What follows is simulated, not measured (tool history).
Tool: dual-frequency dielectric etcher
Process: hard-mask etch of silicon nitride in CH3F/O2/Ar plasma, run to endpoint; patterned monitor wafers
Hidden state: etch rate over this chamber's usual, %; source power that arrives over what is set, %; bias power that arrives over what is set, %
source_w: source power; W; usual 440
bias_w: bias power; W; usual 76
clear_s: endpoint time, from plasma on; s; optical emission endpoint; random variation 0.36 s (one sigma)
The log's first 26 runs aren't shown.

run    hour  source_w  bias_w  wafers since the last listed run  hours since the last wet clean  hours since the last source power generator calibration  hours since the last bias power generator calibration  hours since the last upper electrode change  incoming incoming film thickness, nm  clear_s
 27  1207.7       440      76                              1091                           192.2                                                    748.1                                                  317.2                                        311.9                                 42.77       62
 28  1234.7       540      67                               416                           219.2                                                    775.1                                                  344.2                                        338.9                                 42.15     57.7
 29  1293.2       540      91                               902                           277.7                                                    833.6                                                  402.7                                        397.4                                 42.22     53.2
 30  1340.6       520      70                               731                           325.1                                                      881                                                  450.1                                        444.8                                  42.5     57.8
 31  1402.9       540      83                               960                           387.4                                                    943.3                                                  512.4                                        507.1                                 42.25     54.2
 32    1433       510      76                               464                           417.5                                                    973.4                                                  542.5                                        537.2                                 42.57     56.8
 33  1486.7       380      61                               828                           471.2                                                   1027.1                                                  596.2                                        590.9                                 42.83     66.1
     1542.5  -- wet clean of the chamber
 34  1555.2       520      62                               686                            12.7                                                   1095.6                                                  664.7                                        659.4                                 42.32     60.2
 35  1608.8       330      61                               826                            66.3                                                   1149.2                                                  718.3                                          713                                 42.27     70.5
 36  1657.7       440      76                               754                           115.2                                                   1198.1                                                  767.2                                        761.9                                 42.76     60.9

3 ways to go on from here, each from the tool as it stands after run 36. What would each give?
  A  1658.1       440      67                                 6                           115.6                                                   1198.5                                                  767.6                                        762.3                                 42.24        ?
  B  1658.1       480      94                                 6                           115.6                                                   1198.5                                                  767.6                                        762.3                                 42.24        ?
  C  1658.1       400      92                                 6                           115.6                                                   1198.5                                                  767.6                                        762.3                                 42.24        ?

run  clear_s
  A       63
  B       56
  C       60
Without the tool's hidden state the same runs would have given:
run  clear_s
  A     64.3
  B     57.2
  C     61.2
